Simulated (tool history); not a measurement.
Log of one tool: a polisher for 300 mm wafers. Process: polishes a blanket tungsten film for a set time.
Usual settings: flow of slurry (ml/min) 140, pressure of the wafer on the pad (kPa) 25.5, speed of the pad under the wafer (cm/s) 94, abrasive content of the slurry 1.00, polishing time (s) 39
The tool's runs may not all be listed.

run   hour  flow of slurry (ml/min)  pressure of the wafer on the pad (kPa)  speed of the pad under the wafer (cm/s)  abrasive content of the slurry  polishing time (s)  incoming thickness of the incoming film, nm  film removed (angstrom)
  1    0.0                      140                                    25.5                                       94                            1.00                  39                                       1094.5                     1592
  2   17.5                      165                                    25.5                                       94                            1.00                  39                                       1097.2                     1636
  3   35.9                      140                                    25.5                                      126                            1.30                  45                                       1076.8                     2418
  4   60.1                      100                                    25.5                                       94                            0.80                  39                                       1096.9                     1414
      70.6  -- worn pad replaced by a new one, of another model than before
  5   93.6                      140                                    25.5                                       94                            1.00                  39                                       1090.0                     1598
  6  109.4                      140                                    25.5                                       94                            1.00                  39                                       1096.0                     1581
     121.1  -- slurry blender recalibrated
  7  140.0                      140                                    25.5                                      112                            0.85                  39                                       1086.1                     1750
  8  164.4                      140                                    25.5                                      124                            0.70                  39                                       1101.4                     1783
  9  185.6                      110                                    25.5                                       94                            1.00                  44                                       1098.8                     1769
     203.9  -- slurry tank refilled with fresh slurry and peroxide
 10  210.0                      140                                    25.5                                       94                            1.00                  39                                       1068.9                     1633
 11  241.6                      140                                    21.4                                       94                            1.00                  49                                       1086.4                     1665
 12  257.8                      105                                    20.0                                       82                            1.00                  39                                       1070.8                     1133
 13  278.2                      140                                    31.0                                       94                            1.00                  39                                       1107.7                     1953
     290.7  -- worn pad replaced by a new one
 14  293.0                      115                                    17.2                                      106                            1.00                  39                                       1105.6                     1106
 15  326.0                      155                                    25.5                                       94                            1.00                  52                                       1091.9                     2151
 16  354.7                      140                                    25.5                                       76                            1.00                  32                                       1107.6                     1180
 17  370.0                      140                                    25.5                                       94                            1.00                  39                                       1077.9                     1543
     377.8  -- slurry blender recalibrated
 18  430.5                      140                                    17.2                                       94                            1.00                  44                                       1088.8                     1264
     453.2  -- head pressure recalibrated
 19  453.6                      165                                    31.0                                      108                            1.30                  39                                       1087.2                     2267
     458.8  -- slurry tank refilled with fresh slurry and peroxide
     470.2  -- slurry nozzle cleaned
 20  482.1                      140                                    25.5                                      126                            1.20                  39                                       1072.3                     1896
     507.3  -- worn pad replaced by a new one
 21  509.7                      110                                    25.5                                       94                            1.00                  39                                       1081.3                     1530
 22  523.2                      170                                    25.5                                       94                            1.00                  39                                       1079.0                     1617
 23  543.4                      140                                    23.4                                      112                            1.00                  39                                       1075.7                     1596
 24  578.5                      140                                    27.6                                       94                            1.00                  35                                       1100.5                     1524
 25  599.0                      140                                    25.5                                       94                            1.30                  39                                       1090.0                     1631

The same runs without the tool's hidden state, with the same run-to-run variation:
The hidden state here: removal rate lost through wear of the pad, %; slurry flow missing at the pad, %; deviation of the head's pressure from its setpoint, %; abrasive missing from the slurry, %; peroxide lost from the slurry, %.
run  film removed (angstrom)
  1                     1680
  2                     1730
  3                     2565
  4                     1500
  5                     1700
  6                     1683
  7                     1778
  8                     1833
  9                     1835
 10                     1708
 11                     1754
 12                     1197
 13                     2070
 14                     1175
 15                     2291
 16                     1259
 17                     1647
 18                     1299
 19                     2351
 20                     1981
 21                     1607
 22                     1702
 23                     1685
 24                     1614
 25                     1732

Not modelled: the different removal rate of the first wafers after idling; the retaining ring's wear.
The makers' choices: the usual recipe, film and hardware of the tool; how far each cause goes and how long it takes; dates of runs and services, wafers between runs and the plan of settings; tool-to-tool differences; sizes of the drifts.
